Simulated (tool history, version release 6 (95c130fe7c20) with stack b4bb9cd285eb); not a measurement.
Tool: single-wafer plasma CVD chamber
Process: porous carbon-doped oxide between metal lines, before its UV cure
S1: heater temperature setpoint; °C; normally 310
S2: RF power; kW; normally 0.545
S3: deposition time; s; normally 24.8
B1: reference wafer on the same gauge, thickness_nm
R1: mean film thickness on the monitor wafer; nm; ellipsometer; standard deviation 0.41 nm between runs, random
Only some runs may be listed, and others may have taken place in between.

run,hour,S1,S2,S3,B1,R1
1,0.0,310,0.485,28.6,133.060,135.768
# hour 119.2: showerhead replaced
2,166.6,310,0.485,28.6,132.996,135.894
3,202.7,310,0.485,28.6,133.013,135.995
4,255.5,310,0.545,28.5,132.922,152.600
5,305.2,310,0.545,28.5,132.965,152.746
6,372.4,310,0.545,28.5,133.056,152.350
7,435.6,310,0.545,24.8,132.987,132.926
8,460.8,310,0.545,24.8,132.978,132.923
9,526.3,310,0.545,24.8,132.978,132.571
10,551.0,310,0.545,24.8,133.013,132.631
# hour 562.1: thermocouple changed; heater temperature recalibrated
11,585.6,310,0.545,26.5,133.075,137.395
# hour 640.1: RF generator calibrated
# hour 645.7: gauge calibrated
12,665.2,310,0.455,24.8,132.918,109.751
13,695.4,306,0.500,27.3,132.924,136.673
14,748.3,310,0.545,24.8,132.945,132.240
15,819.4,310,0.545,24.8,132.995,132.806
16,845.0,317,0.610,20.6,132.921,118.531
17,911.3,299,0.635,27.8,133.124,180.881
18,939.6,310,0.545,24.8,133.014,132.627
19,967.0,305,0.455,20.6,133.052,94.041
20,993.7,310,0.545,24.8,133.002,132.011
21,1023.9,319,0.510,24.8,132.990,118.206
22,1094.9,310,0.545,24.8,132.855,132.032
23,1129.8,310,0.545,21.6,133.061,115.104
24,1167.3,310,0.545,24.8,132.966,132.181
25,1236.8,310,0.610,24.8,133.018,146.156
26,1281.0,322,0.545,27.6,133.030,137.155
27,1306.2,321,0.475,19.9,133.053,86.685
28,1347.4,300,0.515,20.0,132.989,107.351
29,1391.6,296,0.545,21.4,132.964,123.911
30,1430.8,310,0.545,24.8,132.954,131.577
31,1500.5,324,0.605,20.1,133.042,109.762
32,1548.3,319,0.615,24.8,132.882,140.291
33,1598.2,322,0.545,27.6,133.094,136.583

Here are 5 independent what-if runs from the current tool condition. What would each one return?
A,1598.6,310,0.545,22.5,?,?
B,1598.6,298,0.500,27.4,?,?
C,1598.6,317,0.545,21.0,?,?
D,1598.6,300,0.545,24.8,?,?
E,1598.6,310,0.585,21.8,?,?

run,B1,R1
A,133.029,119.168
B,133.029,141.554
C,133.029,107.359
D,133.029,138.565
E,133.029,123.653
What these runs would have given with no unlogged condition in the tool:
run,R1
A,120.630
B,143.175
C,108.782
D,140.103
E,125.088
